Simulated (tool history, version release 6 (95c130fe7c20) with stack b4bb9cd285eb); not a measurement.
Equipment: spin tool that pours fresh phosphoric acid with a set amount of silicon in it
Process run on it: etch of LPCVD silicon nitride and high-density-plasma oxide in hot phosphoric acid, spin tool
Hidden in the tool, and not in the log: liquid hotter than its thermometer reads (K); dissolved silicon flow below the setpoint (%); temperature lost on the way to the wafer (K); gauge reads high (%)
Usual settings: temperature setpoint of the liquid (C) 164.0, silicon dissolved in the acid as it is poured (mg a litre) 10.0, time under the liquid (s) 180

run,hour,temperature setpoint of the liquid (C),silicon dissolved in the acid as it is poured (mg a litre),time under the liquid (s),wafers since the last listed run,hours since the thermometer was replaced,hours since the dissolved silicon flow meter was replaced,hours since the heated supply line was repaired,hours since the gauge calibration,"read-back film thickness of the LPCVD silicon nitride reference wafer, read on the same gauge (nm)","read-back film thickness of the high-density-plasma oxide reference wafer, read on the same gauge (nm)",thickness taken off the LPCVD silicon nitride on a monitor wafer (angstrom),thickness taken off the high-density-plasma oxide on a monitor wafer (angstrom)
1,0.0,164.0,10.0,180,0,940.0,1462.2,2355.0,214.5,59.99,60.032,209.2,10.93
2,22.5,164.0,10.0,180,168,962.5,1484.7,2377.5,237.0,60.01,59.994,208.8,10.43
3,34.9,164.0,4.5,180,92,974.9,1497.1,2389.9,249.4,59.99,60.001,209.1,12.64
4,70.5,164.0,10.0,180,266,1010.5,1532.7,2425.5,285.0,59.99,60.024,210.2,10.91
5,97.9,164.0,7.5,180,205,1037.9,1560.1,2452.9,312.4,59.98,59.984,211.1,11.29
# hour 110.9: thermometer replaced
# hour 114.5: gauge calibrated
6,119.7,164.0,7.5,180,155,8.8,1581.9,2474.7,5.2,59.99,59.997,196.4,10.28
7,135.0,164.0,10.0,180,114,24.1,1597.2,2490.0,20.5,59.98,60.022,196.9,8.95
8,148.0,164.0,6.5,135,97,37.1,1610.2,2503.0,33.5,60.01,59.974,146.8,7.29
9,173.4,164.0,14.0,210,190,62.5,1635.6,2528.4,58.9,60.01,59.995,230.3,9.93
10,187.8,165.5,10.0,270,107,76.9,1650.0,2542.8,73.3,60.01,60.004,312.1,16.36
# hour 190.7: dissolved silicon flow meter replaced
11,223.2,163.0,4.0,85,257,112.3,32.5,2578.2,108.7,60.01,59.993,90.4,4.68
# hour 225.0: heated supply line repaired
12,241.8,161.0,17.5,180,131,130.9,51.1,16.8,127.3,60.02,60.024,179.1,5.91
13,272.9,162.5,10.0,250,233,162.0,82.2,47.9,158.4,59.99,60.022,262.4,12.23
14,294.0,164.0,10.0,180,158,183.1,103.3,69.0,179.5,60.00,59.972,199.7,9.79
15,311.3,164.0,14.0,280,129,200.4,120.6,86.3,196.8,59.99,59.984,311.7,13.61

3 ways to go on from here, each from the tool as it stands after run 15. What would each give?
A,311.8,164.0,10.0,180,3,200.9,121.1,86.8,197.3,?,?,?,?
B,311.8,164.0,14.0,180,3,200.9,121.1,86.8,197.3,?,?,?,?
C,311.8,163.0,3.0,180,3,200.9,121.1,86.8,197.3,?,?,?,?

run,"read-back film thickness of the LPCVD silicon nitride reference wafer, read on the same gauge (nm)","read-back film thickness of the high-density-plasma oxide reference wafer, read on the same gauge (nm)",thickness taken off the LPCVD silicon nitride on a monitor wafer (angstrom),thickness taken off the high-density-plasma oxide on a monitor wafer (angstrom)
A,59.98,60.022,199.3,9.19
B,59.98,60.022,199.3,8.38
C,59.98,60.022,192.8,9.88
With the hidden condition removed and each run's random variation left untouched, the same runs would have given:
run,thickness taken off the LPCVD silicon nitride on a monitor wafer (angstrom),thickness taken off the high-density-plasma oxide on a monitor wafer (angstrom)
A,192.9,8.56
B,192.9,7.80
C,186.6,9.19
